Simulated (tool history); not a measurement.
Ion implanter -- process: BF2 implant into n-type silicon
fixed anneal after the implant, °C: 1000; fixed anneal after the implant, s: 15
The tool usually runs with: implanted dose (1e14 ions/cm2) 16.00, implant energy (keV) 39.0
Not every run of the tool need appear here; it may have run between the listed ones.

run     day  implanted dose (1e14 ions/cm2)  implant energy (keV)  read-back reference wafer on the same gauge, sheet resistance  sheet resistance of the implanted and annealed layer (ohm/square)
  1   0.000                           16.00                  49.0                                                         102.99                                                             104.11
  2   1.371                           16.00                  49.0                                                         103.01                                                             104.39
      1.775  -- gauge calibrated
  3   1.883                           16.00                  32.0                                                         103.00                                                             130.21
  4   2.838                           16.00                  32.0                                                         103.04                                                             129.82
  5   4.058                           16.00                  39.0                                                         103.03                                                             117.43
  6   5.142                           16.00                  48.0                                                         103.01                                                             105.19
  7   6.529                           16.00                  48.0                                                         103.01                                                             104.95
  8   7.358                           16.00                  48.0                                                         103.01                                                             105.29
  9   8.629                           12.22                  39.0                                                         103.00                                                             125.17
 10   9.292                           12.22                  39.0                                                         103.01                                                             125.05
 11  10.146                           20.33                  27.5                                                         103.02                                                             136.86
 12  10.854                           20.39                  49.5                                                         102.99                                                              99.62
     12.096  -- Faraday cup replaced and dose calibrated
 13  12.125                           17.40                  27.5                                                         102.97                                                             139.42
 14  12.771                           14.08                  39.0                                                         102.99                                                             120.52

What does the tool deliver on the next run?
     12.967  -- gauge calibrated
 15  14.096                           19.17                  30.5                                                              ?                                                                  ?

{"run 15": {"read-back reference wafer on the same gauge, sheet resistance": 102.99, "sheet resistance of the implanted and annealed layer (ohm/square)": 130.79}}
On a tool with no hidden condition, and with the same random variation, this run would have come out at sheet resistance of the implanted and annealed layer (ohm/square) 130.79.
